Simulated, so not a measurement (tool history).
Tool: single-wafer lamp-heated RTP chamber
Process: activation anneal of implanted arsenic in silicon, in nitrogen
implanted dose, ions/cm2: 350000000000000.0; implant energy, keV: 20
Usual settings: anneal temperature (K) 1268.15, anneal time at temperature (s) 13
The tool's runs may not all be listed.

run   hour  anneal temperature (K)  anneal time at temperature (s)  read-back reference wafer on the same gauge, sheet resistance  sheet resistance of the implanted and annealed layer (ohm/square)
  1      0                 1250.15                              13                                                         289.38                                                             272.55
  2   33.1                 1287.15                              13                                                          288.9                                                             269.66
  3     58                 1287.15                              13                                                         288.77                                                             269.61
      97.3  -- pyrometer window cleaned and pyrometer calibrated
  4   97.8                 1268.15                              13                                                         288.57                                                             270.06
  5    119                 1268.15                              13                                                          288.3                                                             270.47
  6  151.2                 1268.15                              13                                                         288.36                                                             270.95
  7  179.6                 1268.15                              13                                                         288.01                                                              270.4
  8  205.7                 1268.15                              13                                                         287.93                                                             270.36
  9  233.9                 1268.15                              13                                                          287.9                                                             270.06
     258.4  -- reflector plate cleaned
 10  258.9                 1268.15                              13                                                         287.65                                                             270.62
 11  284.6                 1268.15                              13                                                         287.66                                                             270.04
 12  307.6                 1268.15                              13                                                         287.77                                                             269.66
     345.4  -- pyrometer window cleaned and pyrometer calibrated
 13  345.9                 1268.15                              18                                                         287.65                                                             269.27
 14  363.1                 1268.15                              18                                                         287.47                                                             268.36
 15  381.1                 1268.15                              18                                                         287.33                                                             267.58
 16  414.9                 1284.15                              13                                                         287.46                                                             267.82
 17  438.1                 1284.15                              13                                                         287.38                                                             268.98
 18  473.1                 1284.15                              13                                                         287.45                                                             269.07
 19  508.6                 1268.15                              17                                                          287.3                                                             269.09
 20  529.5                 1268.15                               7                                                         287.18                                                             271.23
     545.4  -- gauge calibrated
     574.2  -- pyrometer window cleaned and pyrometer calibrated
 21  597.6                 1243.15                              17                                                         289.01                                                             272.23
 22    611                 1296.15                               6                                                         288.69                                                             272.59
 23    640                 1260.15                              10                                                         288.72                                                             272.51
 24  670.8                 1248.15                               5                                                         288.32                                                              275.3
     690.2  -- reflector plate cleaned
 25  690.7                 1254.15                              13                                                         288.22                                                             271.33
 26  706.4                 1248.15                              16                                                         288.02                                                             271.08
 27  723.6                 1285.15                              10                                                         287.89                                                             270.11
 28    746                 1268.15                              13                                                         287.75                                                             270.32
 29  779.2                 1276.15                              16                                                         287.62                                                             268.24
     794.7  -- pyrometer window cleaned and pyrometer calibrated
 30  812.8                 1285.15                              10                                                         287.46                                                             270.12
 31  853.5                 1238.15                              19                                                         287.17                                                             270.52
 32  866.8                 1268.15                              18                                                         287.14                                                             268.05
 33  885.4                 1246.15                               9                                                         287.18                                                             272.21
 34  919.4                 1260.15                              10                                                         286.91                                                             270.39
 35  940.7                 1244.15                              13                                                         287.01                                                             270.82
 36  956.3                 1291.15                               7                                                         286.78                                                             270.91
 37  976.8                 1260.15                               7                                                         286.83                                                             271.78

4 ways to go on from here, each from the tool as it stands after run 37. What would each give?
  A  977.2                 1268.15                               8                                                              ?                                                                  ?
  B  977.2                 1279.15                              13                                                              ?                                                                  ?
  C  977.2                 1239.15                              17                                                              ?                                                                  ?
  D  977.2                 1256.15                              16                                                              ?                                                                  ?

run  read-back reference wafer on the same gauge, sheet resistance  sheet resistance of the implanted and annealed layer (ohm/square)
  A                                                         286.71                                                             270.53
  B                                                         286.71                                                             267.79
  C                                                         286.71                                                             269.67
  D                                                         286.71                                                             268.76
Without the tool's hidden state the same runs would have given:
run  sheet resistance of the implanted and annealed layer (ohm/square)
  A                                                             273.48
  B                                                             270.71
  C                                                             272.62
  D                                                             271.69

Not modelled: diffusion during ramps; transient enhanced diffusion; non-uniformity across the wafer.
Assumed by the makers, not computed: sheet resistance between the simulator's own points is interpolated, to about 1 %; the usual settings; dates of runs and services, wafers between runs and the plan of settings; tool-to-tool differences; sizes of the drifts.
